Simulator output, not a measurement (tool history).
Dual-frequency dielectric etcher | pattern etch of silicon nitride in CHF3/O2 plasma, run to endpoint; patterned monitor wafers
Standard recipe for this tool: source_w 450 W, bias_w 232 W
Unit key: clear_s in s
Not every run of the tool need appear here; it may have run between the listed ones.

run,hour,source_w,bias_w,wafers since the last listed run,hours since the last wet clean,hours since the last source power generator calibration,hours since the last bias power generator calibration,hours since the last upper electrode change,"incoming incoming film thickness, nm",clear_s
1,0,450,232,0,436.3,1964.5,4110.6,0.5,103.5,72.4
2,10.8,450,232,162,447.1,1975.3,4121.4,11.3,103.9,72.7
# hour 42.2: wet clean of the chamber
3,42.7,450,198,119,0.5,2007.2,4153.3,43.2,103.3,73.2
4,49.2,450,198,98,7,2013.7,4159.8,49.7,104,72.9
5,71.5,450,198,336,29.3,2036,4182.1,72,104.2,73.1
6,104.1,410,194,491,61.9,2068.6,4214.7,104.6,104,75.6
7,137.5,410,194,504,95.3,2102,4248.1,138,103.1,75.1
8,161.7,410,194,365,119.5,2126.2,4272.3,162.2,104,76.2
9,179.8,450,232,273,137.6,2144.3,4290.4,180.3,103.7,70.8
10,199.8,450,232,301,157.6,2164.3,4310.4,200.3,103.1,70.6
11,217.9,450,262,273,175.7,2182.4,4328.5,218.4,103.8,68.6
12,245.5,450,198,416,203.3,2210,4356.1,246,103.9,74.4
13,265.8,360,282,306,223.6,2230.3,4376.4,266.3,103.1,71.1
14,279.6,390,269,208,237.4,2244.1,4390.2,280.1,103.4,70.6
15,310.2,450,232,461,268,2274.7,4420.8,310.7,103.3,71.6
16,325.4,390,175,229,283.2,2289.9,4436,325.9,102.7,79.5
# hour 348.5: source power generator calibrated
17,349,450,268,295,306.8,0.5,4459.6,349.5,103.3,68.9
18,362.6,500,185,205,320.4,14.1,4473.2,363.1,103.3,74.1
19,391.4,530,232,434,349.2,42.9,4502,391.9,103.8,69.2
20,424.7,520,285,502,382.5,76.2,4535.3,425.2,104.3,66.4
21,453.9,450,174,440,411.7,105.4,4564.5,454.4,103.8,79.6
22,469.5,450,252,235,427.3,121,4580.1,470,103.6,71.1
# hour 484.5: bias power generator calibrated
# hour 503.6: wet clean of the chamber
23,504.1,410,232,173,0.5,155.6,19.6,504.6,103.9,71
24,514.7,560,256,159,11.1,166.2,30.2,515.2,103.8,63
25,546.1,450,232,473,42.5,197.6,61.6,546.6,103.6,69
26,560.7,450,232,220,57.1,212.2,76.2,561.2,102.6,69.5
27,576.9,490,203,244,73.3,228.4,92.4,577.4,103.2,70.3
28,611.1,450,232,516,107.5,262.6,126.6,611.6,103.8,70.5
29,631.3,360,277,304,127.7,282.8,146.8,631.8,104.2,70.5
30,659.2,560,270,421,155.6,310.7,174.7,659.7,105.2,64.4
31,681,390,274,328,177.4,332.5,196.5,681.5,103,69.3
32,782.8,510,179,1536,279.2,434.3,298.3,783.3,104.4,75.1
33,796.1,480,232,200,292.5,447.6,311.6,796.6,102.8,69.6
34,819.4,370,182,351,315.8,470.9,334.9,819.9,103.9,81.2
35,845.3,450,188,390,341.7,496.8,360.8,845.8,103.1,76.5

How would selected steps in clear_s from run to run divide? Give the signed amount a tool lacking its hidden state would still show from settings, what came in and random variation, and the signed amount left for the hidden state, including any gauge scatter that is not in both of the compared results.
Hidden state at play: etch rate over this chamber's usual, %; source power that arrives over what is set, %; bias power that arrives over what is set, %.
Run 2 -> 3: bias_w 232 -> 198, wet clean of the chamber. clear_s +0.5 s: hidden state -3.1, all else +3.6.
Run 16 -> 17: source_w 390 -> 450, bias_w 175 -> 268, source power generator calibrated. clear_s -10.6 s: hidden state -0.1, all else -10.5.
Run 20 -> 21: source_w 520 -> 450, bias_w 285 -> 174. clear_s +13.2 s: hidden state +0.9, all else +12.3.
Run 22 -> 23: source_w 450 -> 410, bias_w 252 -> 232, bias power generator calibrated, wet clean of the chamber. clear_s -0.1 s: hidden state -3.8, all else +3.7.
Run 31 -> 32: source_w 390 -> 510, bias_w 274 -> 179. clear_s +5.8 s: hidden state +1.1, all else +4.7.
Run 33 -> 34: source_w 480 -> 370, bias_w 232 -> 182. clear_s +11.6 s: hidden state +0.6, all else +11.

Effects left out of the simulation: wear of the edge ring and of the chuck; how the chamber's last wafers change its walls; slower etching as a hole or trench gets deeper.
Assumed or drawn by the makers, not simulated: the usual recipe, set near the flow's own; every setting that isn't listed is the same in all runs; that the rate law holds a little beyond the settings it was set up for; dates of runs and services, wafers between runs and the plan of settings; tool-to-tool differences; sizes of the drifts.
